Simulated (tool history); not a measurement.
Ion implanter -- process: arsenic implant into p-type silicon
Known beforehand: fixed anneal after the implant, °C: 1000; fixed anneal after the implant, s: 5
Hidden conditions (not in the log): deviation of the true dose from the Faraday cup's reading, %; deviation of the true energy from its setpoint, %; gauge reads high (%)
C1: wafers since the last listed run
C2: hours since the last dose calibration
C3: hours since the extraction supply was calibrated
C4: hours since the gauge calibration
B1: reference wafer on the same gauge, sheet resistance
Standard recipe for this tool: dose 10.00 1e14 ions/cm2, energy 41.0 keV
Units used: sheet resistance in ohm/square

{"run": 1, "day": 0.0, "dose": 8.14, "energy": 34.0, "C1": 0, "C2": 560.1, "C3": 4105.7, "C4": 368.9, "B1": 142.86, "sheet resistance": 143.44}
{"run": 2, "day": 3.925, "dose": 10.0, "energy": 32.0, "C1": 1696, "C2": 654.3, "C3": 4199.9, "C4": 463.1, "B1": 142.96, "sheet resistance": 129.35}
{"run": 3, "day": 6.15, "dose": 10.0, "energy": 32.0, "C1": 961, "C2": 707.7, "C3": 4253.3, "C4": 516.5, "B1": 142.96, "sheet resistance": 129.08}
{"run": 4, "day": 9.533, "dose": 10.0, "energy": 41.0, "C1": 1462, "C2": 788.9, "C3": 4334.5, "C4": 597.7, "B1": 142.99, "sheet resistance": 119.49}
{"day": 11.392, "done": "Faraday cup replaced and dose calibrated"}
{"run": 5, "day": 14.704, "dose": 7.73, "energy": 41.0, "C1": 2091, "C2": 79.5, "C3": 4458.6, "C4": 721.8, "B1": 143.04, "sheet resistance": 142.35}
{"run": 6, "day": 18.754, "dose": 7.73, "energy": 41.0, "C1": 1750, "C2": 176.7, "C3": 4555.8, "C4": 819.0, "B1": 143.06, "sheet resistance": 142.6}
{"run": 7, "day": 21.988, "dose": 12.01, "energy": 41.0, "C1": 1397, "C2": 254.3, "C3": 4633.4, "C4": 896.6, "B1": 143.04, "sheet resistance": 108.1}
{"run": 8, "day": 24.246, "dose": 10.0, "energy": 52.0, "C1": 976, "C2": 308.5, "C3": 4687.6, "C4": 950.8, "B1": 143.01, "sheet resistance": 113.49}
{"run": 9, "day": 26.692, "dose": 10.0, "energy": 52.0, "C1": 1057, "C2": 367.2, "C3": 4746.3, "C4": 1009.5, "B1": 143.16, "sheet resistance": 112.53}
{"run": 10, "day": 29.454, "dose": 10.0, "energy": 41.0, "C1": 1194, "C2": 433.5, "C3": 4812.6, "C4": 1075.8, "B1": 143.07, "sheet resistance": 119.75}
{"run": 11, "day": 31.662, "dose": 11.61, "energy": 41.0, "C1": 954, "C2": 486.5, "C3": 4865.6, "C4": 1128.8, "B1": 142.82, "sheet resistance": 110.52}
{"run": 12, "day": 35.058, "dose": 11.61, "energy": 41.0, "C1": 1467, "C2": 568.0, "C3": 4947.1, "C4": 1210.3, "B1": 143.09, "sheet resistance": 110.2}
{"run": 13, "day": 38.521, "dose": 8.33, "energy": 44.5, "C1": 1496, "C2": 651.1, "C3": 5030.2, "C4": 1293.4, "B1": 143.0, "sheet resistance": 132.4}
{"day": 40.0, "done": "extraction supply calibrated"}
{"run": 14, "day": 42.096, "dose": 7.66, "energy": 46.0, "C1": 1401, "C2": 736.9, "C3": 50.3, "C4": 1379.2, "B1": 142.92, "sheet resistance": 139.93}
{"run": 15, "day": 43.896, "dose": 11.82, "energy": 41.0, "C1": 778, "C2": 780.1, "C3": 93.5, "C4": 1422.4, "B1": 143.13, "sheet resistance": 109.64}
{"day": 45.533, "done": "gauge calibrated"}
{"day": 46.412, "done": "Faraday cup replaced and dose calibrated"}
{"run": 16, "day": 47.108, "dose": 11.0, "energy": 31.0, "C1": 1244, "C2": 16.7, "C3": 170.6, "C4": 37.8, "B1": 143.11, "sheet resistance": 124.27}
{"run": 17, "day": 51.417, "dose": 8.83, "energy": 37.0, "C1": 1862, "C2": 120.1, "C3": 274.0, "C4": 141.2, "B1": 142.96, "sheet resistance": 133.85}
{"run": 18, "day": 62.654, "dose": 11.61, "energy": 41.0, "C1": 4857, "C2": 389.8, "C3": 543.7, "C4": 410.9, "B1": 142.98, "sheet resistance": 109.22}
{"run": 19, "day": 65.504, "dose": 7.7, "energy": 29.5, "C1": 1231, "C2": 458.2, "C3": 612.1, "C4": 479.3, "B1": 142.96, "sheet resistance": 154.24}
{"run": 20, "day": 68.588, "dose": 7.66, "energy": 54.0, "C1": 1332, "C2": 532.2, "C3": 686.1, "C4": 553.3, "B1": 143.03, "sheet resistance": 135.55}
{"run": 21, "day": 70.854, "dose": 8.53, "energy": 35.5, "C1": 979, "C2": 586.6, "C3": 740.5, "C4": 607.7, "B1": 143.07, "sheet resistance": 137.69}
{"run": 22, "day": 74.275, "dose": 10.0, "energy": 41.0, "C1": 1478, "C2": 668.7, "C3": 822.6, "C4": 689.8, "B1": 143.04, "sheet resistance": 120.43}
{"day": 77.642, "done": "Faraday cup replaced and dose calibrated"}
{"run": 23, "day": 78.433, "dose": 10.0, "energy": 41.0, "C1": 1653, "C2": 19.0, "C3": 922.4, "C4": 789.6, "B1": 143.06, "sheet resistance": 119.25}

Predict the results of run 24:
{"run": 24, "day": 80.288, "dose": 8.78, "energy": 41.0, "C1": 801, "C2": 63.5, "C3": 966.9, "C4": 834.1, "B1": "?", "sheet resistance": "?"}

B1: 143.09
sheet resistance: 129.74 ohm/square
With no hidden state in the tool, this same run would have given sheet resistance 129.74 ohm/square.
